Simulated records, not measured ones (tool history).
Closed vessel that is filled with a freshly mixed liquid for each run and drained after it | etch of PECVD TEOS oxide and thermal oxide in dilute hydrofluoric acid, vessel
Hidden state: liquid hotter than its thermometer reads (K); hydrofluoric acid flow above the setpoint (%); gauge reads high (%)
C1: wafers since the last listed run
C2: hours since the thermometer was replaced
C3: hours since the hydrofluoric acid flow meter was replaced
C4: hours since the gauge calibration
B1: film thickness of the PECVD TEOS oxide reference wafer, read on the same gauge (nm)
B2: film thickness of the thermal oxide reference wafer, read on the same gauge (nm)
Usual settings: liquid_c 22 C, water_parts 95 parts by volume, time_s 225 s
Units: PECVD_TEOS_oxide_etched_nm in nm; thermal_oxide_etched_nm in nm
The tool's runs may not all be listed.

Run 1, hour 0: usual settings but time_s 170 s; C1 0; C2 2732.8; C3 1125.3; C4 5.3; B1 40.01; B2 49.99. Result: PECVD_TEOS_oxide_etched_nm 23.41 nm, thermal_oxide_etched_nm 9.94 nm.
Run 2, hour 12.5: usual settings; C1 1413; C2 2745.3; C3 1137.8; C4 17.8; B1 39.99; B2 50.01. Result: PECVD_TEOS_oxide_etched_nm 31.15 nm, thermal_oxide_etched_nm 13.21 nm.
At hour 26.3: hydrofluoric acid flow meter replaced.
Run 3, hour 27.1: usual settings; C1 1537; C2 2759.9; C3 0.8; C4 32.4; B1 39.99; B2 50.02. Result: PECVD_TEOS_oxide_etched_nm 28.37 nm, thermal_oxide_etched_nm 11.96 nm.
Run 4, hour 45: usual settings; C1 2023; C2 2777.8; C3 18.7; C4 50.3; B1 40; B2 50.02. Result: PECVD_TEOS_oxide_etched_nm 28.65 nm, thermal_oxide_etched_nm 12.04 nm.
Run 5, hour 60.8: usual settings; C1 1786; C2 2793.6; C3 34.5; C4 66.1; B1 39.99; B2 50.01. Result: PECVD_TEOS_oxide_etched_nm 28.83 nm, thermal_oxide_etched_nm 12.12 nm.
Run 6, hour 72.8: usual settings but liquid_c 19.5 C, time_s 305 s; C1 1356; C2 2805.6; C3 46.5; C4 78.1; B1 40; B2 50. Result: PECVD_TEOS_oxide_etched_nm 35.32 nm, thermal_oxide_etched_nm 14.84 nm.
Run 7, hour 86.9: usual settings but liquid_c 23.5 C, water_parts 70 parts by volume; C1 1594; C2 2819.7; C3 60.6; C4 92.2; B1 40.02; B2 49.99. Result: PECVD_TEOS_oxide_etched_nm 42.74 nm, thermal_oxide_etched_nm 18.07 nm.
Run 8, hour 94.4: usual settings but water_parts 55 parts by volume; C1 848; C2 2827.2; C3 68.1; C4 99.7; B1 40; B2 50.02. Result: PECVD_TEOS_oxide_etched_nm 52.33 nm, thermal_oxide_etched_nm 21.95 nm.
Run 9, hour 107.9: usual settings; C1 1526; C2 2840.7; C3 81.6; C4 113.2; B1 39.97; B2 50. Result: PECVD_TEOS_oxide_etched_nm 28.71 nm, thermal_oxide_etched_nm 12.18 nm.
Run 10, hour 115.2: usual settings but liquid_c 23.5 C, water_parts 65 parts by volume; C1 825; C2 2848; C3 88.9; C4 120.5; B1 40.02; B2 50. Result: PECVD_TEOS_oxide_etched_nm 46.77 nm, thermal_oxide_etched_nm 19.64 nm.
Run 11, hour 130.9: usual settings; C1 1775; C2 2863.7; C3 104.6; C4 136.2; B1 39.99; B2 49.99. Result: PECVD_TEOS_oxide_etched_nm 28.86 nm, thermal_oxide_etched_nm 12.22 nm.
Run 12, hour 137.4: usual settings but liquid_c 25.5 C, time_s 265 s; C1 734; C2 2870.2; C3 111.1; C4 142.7; B1 39.98; B2 50.02. Result: PECVD_TEOS_oxide_etched_nm 38.98 nm, thermal_oxide_etched_nm 16.36 nm.
Run 13, hour 152.5: usual settings but water_parts 70 parts by volume; C1 1707; C2 2885.3; C3 126.2; C4 157.8; B1 40.01; B2 50. Result: PECVD_TEOS_oxide_etched_nm 40.77 nm, thermal_oxide_etched_nm 17.01 nm.
Run 14, hour 165.9: usual settings but liquid_c 23.5 C, water_parts 80 parts by volume, time_s 110 s; C1 1515; C2 2898.7; C3 139.6; C4 171.2; B1 40.03; B2 50.01. Result: PECVD_TEOS_oxide_etched_nm 18.29 nm, thermal_oxide_etched_nm 7.74 nm.
At hour 176.8: thermometer replaced.
Run 15, hour 180.6: usual settings but liquid_c 26.5 C, water_parts 120 parts by volume, time_s 260 s; C1 1549; C2 3.8; C3 154.3; C4 185.9; B1 40; B2 49.99. Result: PECVD_TEOS_oxide_etched_nm 27.64 nm, thermal_oxide_etched_nm 11.56 nm.
Run 16, hour 195.3: usual settings but liquid_c 24 C, water_parts 120 parts by volume; C1 1662; C2 18.5; C3 169; C4 200.6; B1 40.02; B2 49.99. Result: PECVD_TEOS_oxide_etched_nm 21.64 nm, thermal_oxide_etched_nm 9.21 nm.
Run 17, hour 212.8: usual settings but water_parts 125 parts by volume; C1 1978; C2 36; C3 186.5; C4 218.1; B1 39.97; B2 50. Result: PECVD_TEOS_oxide_etched_nm 19.29 nm, thermal_oxide_etched_nm 8.06 nm.
Run 18, hour 242.4: usual settings but liquid_c 17 C, water_parts 55 parts by volume; C1 3346; C2 65.6; C3 216.1; C4 247.7; B1 40; B2 49.98. Result: PECVD_TEOS_oxide_etched_nm 38.58 nm, thermal_oxide_etched_nm 16.25 nm.
Run 19, hour 258.5: usual settings but liquid_c 17 C, water_parts 130 parts by volume, time_s 120 s; C1 1820; C2 81.7; C3 232.2; C4 263.8; B1 39.98; B2 50. Result: PECVD_TEOS_oxide_etched_nm 8.09 nm, thermal_oxide_etched_nm 3.41 nm.
Run 20, hour 267.3: usual settings but liquid_c 25.5 C, time_s 265 s; C1 995; C2 90.5; C3 241; C4 272.6; B1 40.03; B2 50.02. Result: PECVD_TEOS_oxide_etched_nm 35.79 nm, thermal_oxide_etched_nm 14.99 nm.
Run 21, hour 278.1: usual settings; C1 1221; C2 101.3; C3 251.8; C4 283.4; B1 40.02; B2 50.01. Result: PECVD_TEOS_oxide_etched_nm 26.52 nm, thermal_oxide_etched_nm 11.23 nm.
Run 22, hour 292.1: usual settings but liquid_c 26.5 C; C1 1582; C2 115.3; C3 265.8; C4 297.4; B1 39.99; B2 50.03. Result: PECVD_TEOS_oxide_etched_nm 31.66 nm, thermal_oxide_etched_nm 13.25 nm.
Run 23, hour 298.6: usual settings but liquid_c 27 C, water_parts 80 parts by volume, time_s 130 s; C1 734; C2 121.8; C3 272.3; C4 303.9; B1 40.02; B2 49.97. Result: PECVD_TEOS_oxide_etched_nm 22.57 nm, thermal_oxide_etched_nm 9.45 nm.
Run 24, hour 304.7: usual settings but liquid_c 25 C, time_s 340 s; C1 689; C2 127.9; C3 278.4; C4 310; B1 40; B2 49.98. Result: PECVD_TEOS_oxide_etched_nm 45.24 nm, thermal_oxide_etched_nm 19.08 nm.
Run 25, hour 313.4: usual settings; C1 983; C2 136.6; C3 287.1; C4 318.7; B1 39.98; B2 50. Result: PECVD_TEOS_oxide_etched_nm 26.63 nm, thermal_oxide_etched_nm 11.21 nm.
Run 26, hour 331.1: usual settings; C1 2001; C2 154.3; C3 304.8; C4 336.4; B1 40.01; B2 49.99. Result: PECVD_TEOS_oxide_etched_nm 26.63 nm, thermal_oxide_etched_nm 11.2 nm.

Forecast each of these 4 alternatives for the next run:
Run A, hour 331.8: usual settings; C1 79; C2 155; C3 305.5; C4 337.1; B1 ?; B2 ?. Result: PECVD_TEOS_oxide_etched_nm ?, thermal_oxide_etched_nm ?.
Run B, hour 331.8: usual settings but liquid_c 26 C, time_s 270 s; C1 79; C2 155; C3 305.5; C4 337.1; B1 ?; B2 ?. Result: PECVD_TEOS_oxide_etched_nm ?, thermal_oxide_etched_nm ?.
Run C, hour 331.8: usual settings but time_s 265 s; C1 79; C2 155; C3 305.5; C4 337.1; B1 ?; B2 ?. Result: PECVD_TEOS_oxide_etched_nm ?, thermal_oxide_etched_nm ?.
Run D, hour 331.8: usual settings but water_parts 80 parts by volume, time_s 175 s; C1 79; C2 155; C3 305.5; C4 337.1; B1 ?; B2 ?. Result: PECVD_TEOS_oxide_etched_nm ?, thermal_oxide_etched_nm ?.

run     B1     B2  PECVD_TEOS_oxide_etched_nm  thermal_oxide_etched_nm
  A  39.98  50.01                       26.68                    11.24
  B  39.98  50.01                       37.54                    15.81
  C  39.98  50.01                       31.42                    13.24
  D  39.98  50.01                       25.07                    10.56
Without the tool's hidden state the same runs would have given:
run  PECVD_TEOS_oxide_etched_nm  thermal_oxide_etched_nm
  A                       25.09                    10.57
  B                        35.3                    14.87
  C                       29.55                    12.45
  D                       23.59                     9.94

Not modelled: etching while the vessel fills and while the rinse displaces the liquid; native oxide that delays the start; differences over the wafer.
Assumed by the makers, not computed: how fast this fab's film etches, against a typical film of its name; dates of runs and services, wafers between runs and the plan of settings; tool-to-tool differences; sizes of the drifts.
